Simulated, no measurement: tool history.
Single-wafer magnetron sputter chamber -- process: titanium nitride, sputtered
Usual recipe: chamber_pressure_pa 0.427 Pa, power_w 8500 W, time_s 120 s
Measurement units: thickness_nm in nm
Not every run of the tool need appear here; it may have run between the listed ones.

| run | hour | chamber_pressure_pa | power_w | time_s | read-back reference wafer on the same gauge, thickness_nm | thickness_nm |
|---|---|---|---|---|---|---|
| 1 | 0.0 | 0.427 | 8500 | 120 | 189.995 | 194.310 |
| 2 | 161.6 | 0.427 | 8500 | 120 | 189.973 | 192.387 |
| 3 | 185.7 | 0.427 | 8500 | 120 | 190.008 | 192.944 |
| 4 | 211.2 | 0.427 | 8500 | 120 | 190.043 | 192.347 |
| 5 | 257.2 | 0.427 | 8500 | 120 | 189.952 | 192.571 |
| 6 | 299.1 | 0.515 | 8500 | 120 | 190.083 | 187.479 |
| 7 | 422.5 | 0.515 | 8500 | 120 | 190.039 | 187.445 |
|  | 488.2 | magnet pack replaced |
| 8 | 488.7 | 0.515 | 8500 | 120 | 189.928 | 186.730 |
|  | 504.4 | sputter target and shields replaced |
| 9 | 546.2 | 0.427 | 8500 | 120 | 189.946 | 194.143 |
| 10 | 595.5 | 0.427 | 8500 | 120 | 189.910 | 193.869 |
| 11 | 667.4 | 0.427 | 7700 | 120 | 189.896 | 176.816 |
| 12 | 734.7 | 0.427 | 7700 | 120 | 189.969 | 176.885 |
| 13 | 765.6 | 0.427 | 7700 | 120 | 190.100 | 176.859 |
| 14 | 796.9 | 0.427 | 8500 | 120 | 190.090 | 192.077 |
|  | 811.4 | gauge calibrated |
| 15 | 963.4 | 0.330 | 8500 | 120 | 189.966 | 197.119 |
| 16 | 993.3 | 0.427 | 7350 | 120 | 190.030 | 169.556 |
|  | 1008.7 | capacitance manometer re-zeroed and calibrated |
| 17 | 1018.5 | 0.273 | 8500 | 120 | 190.093 | 201.342 |
|  | 1051.7 | sputter target and shields replaced |
| 18 | 1081.7 | 0.427 | 8500 | 128 | 190.081 | 206.855 |
| 19 | 1228.9 | 0.427 | 8500 | 120 | 190.039 | 193.246 |
| 20 | 1257.9 | 0.427 | 10550 | 127 | 190.099 | 247.222 |
| 21 | 1286.4 | 0.427 | 8500 | 120 | 190.144 | 192.853 |
| 22 | 1355.0 | 0.568 | 6400 | 133 | 189.983 | 160.138 |
| 23 | 1379.3 | 0.427 | 8500 | 120 | 189.987 | 192.438 |
| 24 | 1426.0 | 0.427 | 10000 | 113 | 189.965 | 209.578 |
| 25 | 1463.1 | 0.270 | 6900 | 139 | 190.004 | 195.071 |
| 26 | 1488.0 | 0.427 | 8500 | 120 | 190.029 | 193.150 |
| 27 | 1523.1 | 0.427 | 8500 | 120 | 190.020 | 191.628 |
| 28 | 1573.0 | 0.427 | 7050 | 99 | 189.862 | 135.064 |
|  | 1618.1 | sputter target and shields replaced |
| 29 | 1634.9 | 0.373 | 10500 | 109 | 189.999 | 217.076 |
| 30 | 1661.7 | 0.427 | 8500 | 120 | 190.038 | 194.612 |
| 31 | 1711.1 | 0.427 | 10150 | 120 | 190.031 | 226.594 |
| 32 | 1767.0 | 0.427 | 8500 | 140 | 189.986 | 225.420 |
| 33 | 1797.7 | 0.427 | 8500 | 120 | 189.909 | 192.472 |
| 34 | 1828.3 | 0.374 | 8500 | 120 | 190.019 | 195.842 |
| 35 | 1862.6 | 0.566 | 7650 | 120 | 189.946 | 168.433 |

Consider 3 possible next runs. They are alternatives, not a sequence: every one starts from the tool as it was left by run 35. What does each give?
| A | 1863.0 | 0.582 | 8500 | 120 | ? | ? |
| B | 1863.0 | 0.339 | 8500 | 120 | ? | ? |
| C | 1863.0 | 0.259 | 9300 | 102 | ? | ? |

| run | read-back reference wafer on the same gauge, thickness_nm | thickness_nm |
|---|---|---|
| A | 190.038 | 183.620 |
| B | 190.038 | 198.029 |
| C | 190.038 | 186.898 |
The same runs, with their run-to-run variation unchanged, on a tool lacking any hidden condition would have given:
| run | thickness_nm |
|---|---|
| A | 186.101 |
| B | 200.705 |
| C | 189.423 |
